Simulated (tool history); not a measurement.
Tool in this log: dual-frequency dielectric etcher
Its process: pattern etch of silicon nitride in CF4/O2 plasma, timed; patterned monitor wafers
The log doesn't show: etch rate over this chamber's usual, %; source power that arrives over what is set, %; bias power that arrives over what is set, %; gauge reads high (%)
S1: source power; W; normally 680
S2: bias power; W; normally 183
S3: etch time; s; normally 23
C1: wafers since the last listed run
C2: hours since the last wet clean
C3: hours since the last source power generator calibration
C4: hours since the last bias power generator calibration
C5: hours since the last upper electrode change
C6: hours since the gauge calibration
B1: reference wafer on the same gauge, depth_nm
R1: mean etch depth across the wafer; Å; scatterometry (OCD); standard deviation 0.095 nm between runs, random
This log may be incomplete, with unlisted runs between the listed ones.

run   hour   S1   S2    S3   C1     C2      C3      C4      C5     C6    B1   R1
  1      0  680  170    23    0  342.1  2691.7  3251.5  2557.8  341.9  52.4  568
      16.7  -- source power generator calibrated
  2   17.2  680  170    23  194  359.3     0.5  3268.7    2575  359.1  52.4  586
  3   27.1  680  170    23  145  369.2    10.4  3278.6  2584.9    369  52.4  587
  4   33.6  680  157    23   95  375.7    16.9  3285.1  2591.4  375.5  52.4  573
  5   45.4  680  157    23  173  387.5    28.7  3296.9  2603.2  387.3  52.4  575
  6     58  680  157    23  185  400.1    41.3  3309.5  2615.8  399.9  52.4  575
  7   68.3  680  183    23  151  410.4    51.6  3319.8  2626.1  410.2  52.4  598
  8     78  680  200    23  142  420.1    61.3  3329.5  2635.8  419.9  52.4  614
  9   93.2  680  183    23  223  435.3    76.5  3344.7    2651  435.1  52.4  599
 10  102.4  600  183  19.5  135  444.5    85.7  3353.9  2660.2  444.3  52.4  456
 11  113.1  630  141    25  157  455.2    96.4  3364.6  2670.9    455  52.4  569
 12  121.2  820  204  19.5  119  463.3   104.5  3372.7    2679  463.1  52.4  613
 13  132.8  680  226    23  170  474.9   116.1  3384.3  2690.6  474.7  52.4  636
 14  148.5  680  183    23  231  490.6   131.8    3400  2706.3  490.4  52.4  599
 15  159.4  680  183    23  160  501.5   142.7  3410.9  2717.2  501.3  52.4  599
     161.9  -- gauge calibrated
       187  -- upper electrode replaced
     189.4  -- bias power generator calibrated
     198.8  -- wet clean of the chamber
 16  199.3  680  165    23   60    0.5   182.6     9.9    12.3   37.4  52.4  578
 17  199.6  680  183    16    4    0.8   182.9    10.2    12.6   37.7  52.4  414
 18  201.5  760  183    28   27    2.7   184.8    12.1    14.5   39.6  52.4  795
 19  209.2  680  197    23  113   10.4   192.5    19.8    22.2   47.3  52.4  607
 20  223.2  600  209    17  206   24.4   206.5    33.8    36.2   61.3  52.4  411
 21  232.5  680  183    23  136   33.7   215.8    43.1    45.5   70.6  52.4  594
 22  249.2  680  170    23  245   50.4   232.5    59.8    62.2   87.3  52.4  582
 23  260.7  680  200    28  169   61.9     244    71.3    73.7   98.8  52.4  742
 24  266.9  680  183    23   91   68.1   250.2    77.5    79.9    105  52.4  595
 25    274  530  142    23  104   75.2   257.3    84.6      87  112.1  52.4  452
 26  283.4  530  183    23  138   84.6   266.7      94    96.4  121.5  52.4  482
 27  291.6  680  183    23  120   92.8   274.9   102.2   104.6  129.7  52.4  595
 28    303  820  208    23  167  104.2   286.3   113.6     116  141.1  52.4  724
 29  320.8  800  183    23  262    122   304.1   131.4   133.8  158.9  52.4  683
 30  337.8  590  141  26.5  250    139   321.1   148.4   150.8  175.9  52.4  568

Difference, measured minus no-hidden-state, one row per run. Run-to-run variation is common to both terms; the gauge's own scatter need not be:
run   R1
  1  -14
  2   +5
  3   +5
  4   +5
  5   +5
  6   +6
  7   +6
  8   +6
  9   +6
 10   +5
 11   +6
 12   +7
 13   +7
 14   +7
 15   +7
 16   +1
 17   +1
 18   +2
 19   +1
 20   +1
 21   +2
 22   +2
 23   +3
 24   +2
 25   +2
 26   +2
 27   +2
 28   +3
 29   +3
 30   +3
